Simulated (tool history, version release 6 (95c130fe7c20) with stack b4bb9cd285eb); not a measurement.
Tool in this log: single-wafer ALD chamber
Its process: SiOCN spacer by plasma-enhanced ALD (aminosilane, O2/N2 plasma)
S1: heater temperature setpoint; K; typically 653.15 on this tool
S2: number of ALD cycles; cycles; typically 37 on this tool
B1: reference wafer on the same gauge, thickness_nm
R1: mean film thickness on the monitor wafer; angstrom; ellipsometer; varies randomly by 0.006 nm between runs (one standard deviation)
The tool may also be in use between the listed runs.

{"run": 1, "hour": 0.0, "S1": 653.15, "S2": 37, "B1": 2.028, "R1": 24.17}
{"run": 2, "hour": 30.1, "S1": 658.15, "S2": 32, "B1": 2.03, "R1": 20.96}
{"run": 3, "hour": 75.8, "S1": 661.15, "S2": 37, "B1": 2.03, "R1": 24.24}
{"run": 4, "hour": 99.9, "S1": 653.15, "S2": 37, "B1": 2.03, "R1": 24.18}
{"run": 5, "hour": 146.9, "S1": 653.15, "S2": 37, "B1": 2.029, "R1": 24.17}
{"run": 6, "hour": 261.2, "S1": 653.15, "S2": 37, "B1": 2.029, "R1": 24.16}
{"run": 7, "hour": 304.3, "S1": 659.15, "S2": 34, "B1": 2.029, "R1": 22.17}
{"run": 8, "hour": 339.1, "S1": 659.15, "S2": 34, "B1": 2.03, "R1": 22.23}
{"run": 9, "hour": 363.3, "S1": 659.15, "S2": 34, "B1": 2.03, "R1": 22.12}
{"run": 10, "hour": 536.8, "S1": 653.15, "S2": 37, "B1": 2.032, "R1": 24.18}
{"run": 11, "hour": 570.4, "S1": 653.15, "S2": 37, "B1": 2.031, "R1": 24.25}
{"run": 12, "hour": 602.4, "S1": 653.15, "S2": 37, "B1": 2.029, "R1": 24.19}
{"run": 13, "hour": 649.5, "S1": 653.15, "S2": 37, "B1": 2.032, "R1": 24.21}
{"run": 14, "hour": 694.3, "S1": 653.15, "S2": 37, "B1": 2.031, "R1": 24.17}
{"run": 15, "hour": 762.0, "S1": 658.15, "S2": 37, "B1": 2.029, "R1": 24.15}
{"run": 16, "hour": 797.5, "S1": 658.15, "S2": 37, "B1": 2.029, "R1": 24.23}
{"run": 17, "hour": 846.0, "S1": 660.15, "S2": 37, "B1": 2.03, "R1": 24.2}
{"run": 18, "hour": 907.3, "S1": 660.15, "S2": 37, "B1": 2.029, "R1": 24.22}
{"run": 19, "hour": 931.8, "S1": 660.15, "S2": 37, "B1": 2.031, "R1": 24.06}
{"run": 20, "hour": 981.3, "S1": 653.15, "S2": 37, "B1": 2.031, "R1": 24.24}
{"run": 21, "hour": 1011.2, "S1": 653.15, "S2": 37, "B1": 2.03, "R1": 24.22}
{"hour": 1042.4, "done": "gauge calibrated"}
{"run": 22, "hour": 1063.1, "S1": 642.15, "S2": 37, "B1": 2.03, "R1": 24.18}
{"run": 23, "hour": 1108.1, "S1": 657.15, "S2": 42, "B1": 2.031, "R1": 27.4}
{"run": 24, "hour": 1176.1, "S1": 653.15, "S2": 43, "B1": 2.031, "R1": 28.21}
{"run": 25, "hour": 1213.0, "S1": 667.15, "S2": 31, "B1": 2.028, "R1": 20.31}
{"run": 26, "hour": 1242.8, "S1": 653.15, "S2": 37, "B1": 2.031, "R1": 24.2}

Predict the results of run 27:
{"run": 27, "hour": 1307.5, "S1": 653.15, "S2": 44, "B1": "?", "R1": "?"}

Logged for run 27: B1 2.030, R1 28.82 angstrom.
Without the tool's hidden state the same run would have given R1 28.82 angstrom.
